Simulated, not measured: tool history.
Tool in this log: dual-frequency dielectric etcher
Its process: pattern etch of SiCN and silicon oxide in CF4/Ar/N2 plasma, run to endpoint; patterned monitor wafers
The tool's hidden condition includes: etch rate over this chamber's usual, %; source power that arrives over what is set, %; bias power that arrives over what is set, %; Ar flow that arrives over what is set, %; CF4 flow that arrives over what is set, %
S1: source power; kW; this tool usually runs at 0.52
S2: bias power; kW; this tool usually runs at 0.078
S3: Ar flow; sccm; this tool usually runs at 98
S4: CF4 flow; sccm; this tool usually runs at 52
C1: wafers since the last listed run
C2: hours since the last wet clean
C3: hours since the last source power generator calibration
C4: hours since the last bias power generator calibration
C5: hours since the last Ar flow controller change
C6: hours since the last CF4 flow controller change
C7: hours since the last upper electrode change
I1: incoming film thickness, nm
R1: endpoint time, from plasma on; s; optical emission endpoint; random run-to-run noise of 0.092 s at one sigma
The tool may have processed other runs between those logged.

run   hour    S1     S2  S3  S4   C1     C2      C3      C4      C5      C6      C7     I1    R1
  1      0  0.52  0.089  98  52    0    351  2323.4    5150    2666  4581.1  5058.4  11.45    12
  2   25.9  0.52  0.072  98  52  409  376.9  2349.3  5175.9  2691.9    4607  5084.3   11.5  13.1
      44.5  -- bias power generator calibrated
  3   49.8  0.52  0.072  98  52  314  400.8  2373.2     5.3  2715.8  4630.9  5108.2  11.56  13.2
      80.2  -- source power generator calibrated
      84.3  -- wet clean of the chamber
     101.4  -- upper electrode replaced
  4  101.9  0.52  0.072  98  52  424   17.6    21.7    57.4  2767.9    4683     0.5  11.55  12.5
  5  102.2  0.59  0.065  98  52    4   17.9      22    57.7  2768.2  4683.3     0.8  11.55  11.3
  6  134.5  0.52  0.078  98  52  510   50.2    54.3      90  2800.5  4715.6    33.1  11.45  12.2
     171.4  -- Ar flow controller replaced
  7  171.9  0.52  0.078  98  52  495   87.6    91.7   127.4     0.5    4753    70.5  11.43  12.1
  8    199  0.52  0.078  98  60  428  114.7   118.8   154.5    27.6  4780.1    97.6  11.51    12
  9  234.7  0.52  0.078  98  60  563  150.4   154.5   190.2    63.3  4815.8   133.3  11.58  12.1
 10  247.4  0.52  0.078  98  52  200  163.1   167.2   202.9      76  4828.5     146  11.46  12.3
 11  270.8  0.57  0.078  98  52  369  186.5   190.6   226.3    99.4  4851.9   169.4  11.56  11.3
 12    297  0.52  0.078  98  52  413  212.7   216.8   252.5   125.6  4878.1   195.6   11.4  12.3

Run 13 has not been measured yet. What should we expect?
 13  311.4  0.48  0.062  98  39  227  227.1  231.2  266.9  140  4892.5  210  11.56   ?

R1: 16.2 s
Take away the tool's hidden state, keep the run-to-run variation as it was, and the same run would have given R1 15.8 s.
